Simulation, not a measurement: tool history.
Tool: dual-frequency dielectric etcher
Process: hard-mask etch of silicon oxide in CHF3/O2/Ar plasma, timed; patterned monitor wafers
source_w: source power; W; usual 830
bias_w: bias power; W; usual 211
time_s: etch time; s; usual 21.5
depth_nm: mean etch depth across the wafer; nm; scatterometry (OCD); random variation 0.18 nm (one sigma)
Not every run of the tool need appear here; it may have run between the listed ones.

run,day,source_w,bias_w,time_s,wafers since the last listed run,hours since the last wet clean,hours since the last source power generator calibration,hours since the last bias power generator calibration,hours since the last upper electrode change,hours since the gauge calibration,"read-back reference wafer on the same gauge, depth_nm",depth_nm
1,0,890,211,21.5,0,528.6,1519.5,2991.9,4610.5,173,62.5,59.4
2,1.342,830,211,21.5,512,560.8,1551.7,3024.1,4642.7,205.2,62.5,56.8
3,2.396,830,211,21.5,403,586.1,1577,3049.4,4668,230.5,62.5,57.1
4,4,830,211,21.5,613,624.6,1615.5,3087.9,4706.5,269,62.6,57.3
5,4.525,980,211,21.5,200,637.2,1628.1,3100.5,4719.1,281.6,62.5,63.1
6,5.712,980,211,21.5,453,665.7,1656.6,3129,4747.6,310.1,62.5,63
# day 6.267: bias power generator calibrated
# day 7.225: wet clean of the chamber
# day 7.342: source power generator calibrated
7,7.362,830,231,21.5,155,3.3,0.5,26.3,4787.2,349.7,62.5,56.4
8,7.379,830,211,21.5,6,3.7,0.9,26.7,4787.6,350.1,62.5,55.4
9,8.267,830,211,21.5,339,25,22.2,48,4808.9,371.4,62.5,55.4
10,9.471,830,211,21.5,460,53.9,51.1,76.9,4837.8,400.3,62.5,55.5
11,10.421,740,244,25.5,363,76.7,73.9,99.7,4860.6,423.1,62.5,62.8
12,11.875,1020,195,17,555,111.6,108.8,134.6,4895.5,458,62.5,48.9
# day 13.7: gauge calibrated
# day 14.05: upper electrode replaced
13,14.071,830,225,25.5,457,164.3,161.5,187.3,0.5,8.9,62.4,67.1
14,14.408,830,211,21.5,129,172.4,169.6,195.4,8.6,17,62.6,55.6
15,15.488,710,262,21.5,412,198.3,195.5,221.3,34.5,42.9,62.5,52.8
16,16.317,830,211,17,316,218.2,215.4,241.2,54.4,62.8,62.5,44.3

Run 17 comes next. What will it give?
17,17.175,830,211,24.5,328,238.8,236,261.8,75,83.4,?,?

{"run 17": {"read-back reference wafer on the same gauge, depth_nm": 62.6, "depth_nm": 63.7}}
With the hidden condition absent and the run-to-run variation left alone, this run would have shown depth_nm 63.3 nm.

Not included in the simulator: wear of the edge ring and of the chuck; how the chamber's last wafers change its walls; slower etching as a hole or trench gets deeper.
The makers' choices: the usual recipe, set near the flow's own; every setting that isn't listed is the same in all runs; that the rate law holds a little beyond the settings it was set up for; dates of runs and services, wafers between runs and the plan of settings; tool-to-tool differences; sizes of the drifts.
